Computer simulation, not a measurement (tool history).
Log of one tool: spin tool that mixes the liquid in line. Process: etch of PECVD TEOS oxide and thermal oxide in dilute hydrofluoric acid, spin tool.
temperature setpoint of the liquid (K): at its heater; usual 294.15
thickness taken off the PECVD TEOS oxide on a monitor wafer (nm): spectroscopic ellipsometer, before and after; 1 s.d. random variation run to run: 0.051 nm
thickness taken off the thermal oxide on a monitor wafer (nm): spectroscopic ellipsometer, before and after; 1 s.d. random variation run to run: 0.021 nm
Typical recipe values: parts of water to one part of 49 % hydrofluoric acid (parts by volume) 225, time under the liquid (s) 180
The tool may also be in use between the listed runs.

run    hour  temperature setpoint of the liquid (K)  parts of water to one part of 49 % hydrofluoric acid (parts by volume)  time under the liquid (s)  wafers since the last listed run  hours since the thermometer was replaced  hours since the hydrofluoric acid flow meter was replaced  hours since the gauge calibration  read-back film thickness of the PECVD TEOS oxide reference wafer, read on the same gauge (nm)  read-back film thickness of the thermal oxide reference wafer, read on the same gauge (nm)  thickness taken off the PECVD TEOS oxide on a monitor wafer (nm)  thickness taken off the thermal oxide on a monitor wafer (nm)
  1     0.0                                  291.65                                                                     225                        240                                 0                                    1701.0                                                     1536.9                              788.1                                                                                         119.98                                                                                      50.020                                                             10.02                                                          3.196
  2    49.3                                  291.65                                                                     225                        240                               427                                    1750.3                                                     1586.2                              837.4                                                                                         120.00                                                                                      50.001                                                              9.95                                                          3.204
  3    87.3                                  294.15                                                                     225                        180                               329                                    1788.3                                                     1624.2                              875.4                                                                                         120.00                                                                                      50.004                                                              8.27                                                          2.604
  4   137.1                                  294.15                                                                     225                        180                               431                                    1838.1                                                     1674.0                              925.2                                                                                         120.01                                                                                      49.938                                                              8.16                                                          2.596
  5   218.6                                  294.15                                                                     225                        110                               706                                    1919.6                                                     1755.5                             1006.7                                                                                         119.99                                                                                      49.986                                                              4.99                                                          1.612
  6   284.9                                  294.15                                                                     225                        110                               575                                    1985.9                                                     1821.8                             1073.0                                                                                         119.99                                                                                      49.961                                                              4.98                                                          1.604
  7   370.5                                  294.15                                                                     225                        180                               742                                    2071.5                                                     1907.4                             1158.6                                                                                         120.02                                                                                      50.042                                                              8.20                                                          2.604
  8   415.2                                  294.15                                                                     225                        180                               387                                    2116.2                                                     1952.1                             1203.3                                                                                         119.96                                                                                      50.029                                                              8.00                                                          2.596
  9   513.5                                  294.15                                                                     225                        180                               852                                    2214.5                                                     2050.4                             1301.6                                                                                         120.02                                                                                      50.024                                                              8.01                                                          2.577
 10   600.2                                  294.15                                                                     225                        180                               751                                    2301.2                                                     2137.1                             1388.3                                                                                         120.00                                                                                      49.994                                                              8.07                                                          2.564
      628.4  -- thermometer replaced
 11   639.6                                  296.15                                                                     140                        180                               333                                      11.2                                                     2176.5                             1427.7                                                                                         120.01                                                                                      50.009                                                             15.36                                                          4.990
      690.2  -- hydrofluoric acid flow meter replaced
 12   718.6                                  291.15                                                                     255                        115                               676                                      90.2                                                       28.4                             1506.7                                                                                         119.99                                                                                      50.021                                                              3.57                                                          1.140
 13   780.0                                  294.15                                                                     225                        145                               532                                     151.6                                                       89.8                             1568.1                                                                                         119.99                                                                                      50.046                                                              5.87                                                          1.897
 14   862.5                                  294.15                                                                     225                        180                               715                                     234.1                                                      172.3                             1650.6                                                                                         119.98                                                                                      50.002                                                              7.24                                                          2.317
      904.4  -- gauge calibrated
      962.3  -- hydrofluoric acid flow meter replaced, repeated, since the last time left the tool worse
 15  1131.9                                  294.15                                                                     225                        180                              2327                                     503.5                                                      169.6                              227.5                                                                                         120.01                                                                                      50.071                                                              8.75                                                          2.835
 16  1204.6                                  294.15                                                                     225                        280                               630                                     576.2                                                      242.3                              300.2                                                                                         120.01                                                                                      49.979                                                             13.61                                                          4.438
 17  1248.9                                  294.15                                                                     130                        210                               384                                     620.5                                                      286.6                              344.5                                                                                         120.01                                                                                      50.001                                                             19.68                                                          6.239
 18  1323.8                                  294.15                                                                     225                        180                               649                                     695.4                                                      361.5                              419.4                                                                                         119.97                                                                                      50.037                                                              8.67                                                          2.771
 19  1405.4                                  298.15                                                                     135                        220                               707                                     777.0                                                      443.1                              501.0                                                                                         119.96                                                                                      49.984                                                             22.58                                                          7.403
 20  1505.1                                  294.15                                                                     175                        180                               864                                     876.7                                                      542.8                              600.7                                                                                         119.99                                                                                      50.045                                                             11.76                                                          3.768
 21  1555.7                                  294.15                                                                     290                        290                               438                                     927.3                                                      593.4                              651.3                                                                                         119.96                                                                                      49.971                                                             10.17                                                          3.243
 22  1616.7                                  294.15                                                                     160                        150                               529                                     988.3                                                      654.4                              712.3                                                                                         119.99                                                                                      50.000                                                             10.81                                                          3.463
 23  1700.2                                  291.15                                                                     170                        180                               724                                    1071.8                                                      737.9                              795.8                                                                                         119.99                                                                                      49.968                                                             10.76                                                          3.393
 24  1764.8                                  298.15                                                                     295                        240                               560                                    1136.4                                                      802.5                              860.4                                                                                         120.01                                                                                      49.980                                                              9.50                                                          3.009
 25  1860.1                                  294.15                                                                     330                        210                               826                                    1231.7                                                      897.8                              955.7                                                                                         120.01                                                                                      49.973                                                              6.13                                                          2.012

Selected run-to-run steps in thickness taken off the PECVD TEOS oxide on a monitor wafer (nm), each split into two signed amounts: the part the tool would show with no hidden state at all (from settings, incoming material and random variation), and the remainder, which goes to the hidden state together with any gauge scatter not common to the measured and the hidden-state-free results:
Hidden state present: liquid hotter than its thermometer reads (K); hydrofluoric acid flow below the setpoint (%); gauge reads high (%).
Run 11 -> 12: temperature setpoint of the liquid (K) 296.15 -> 291.15, parts of water to one part of 49 % hydrofluoric acid (parts by volume) 140 -> 255, time under the liquid (s) 180 -> 115, hydrofluoric acid flow meter replaced. thickness taken off the PECVD TEOS oxide on a monitor wafer (nm) -11.79: hidden state +0.72, all else -12.51.
Run 14 -> 15: gauge calibrated, hydrofluoric acid flow meter replaced, repeated, since the last time left the tool worse. thickness taken off the PECVD TEOS oxide on a monitor wafer (nm) +1.51: hidden state +1.52, all else -0.01.
Run 18 -> 19: temperature setpoint of the liquid (K) 294.15 -> 298.15, parts of water to one part of 49 % hydrofluoric acid (parts by volume) 225 -> 135, time under the liquid (s) 180 -> 220. thickness taken off the PECVD TEOS oxide on a monitor wafer (nm) +13.91: hidden state -0.23, all else +14.14.

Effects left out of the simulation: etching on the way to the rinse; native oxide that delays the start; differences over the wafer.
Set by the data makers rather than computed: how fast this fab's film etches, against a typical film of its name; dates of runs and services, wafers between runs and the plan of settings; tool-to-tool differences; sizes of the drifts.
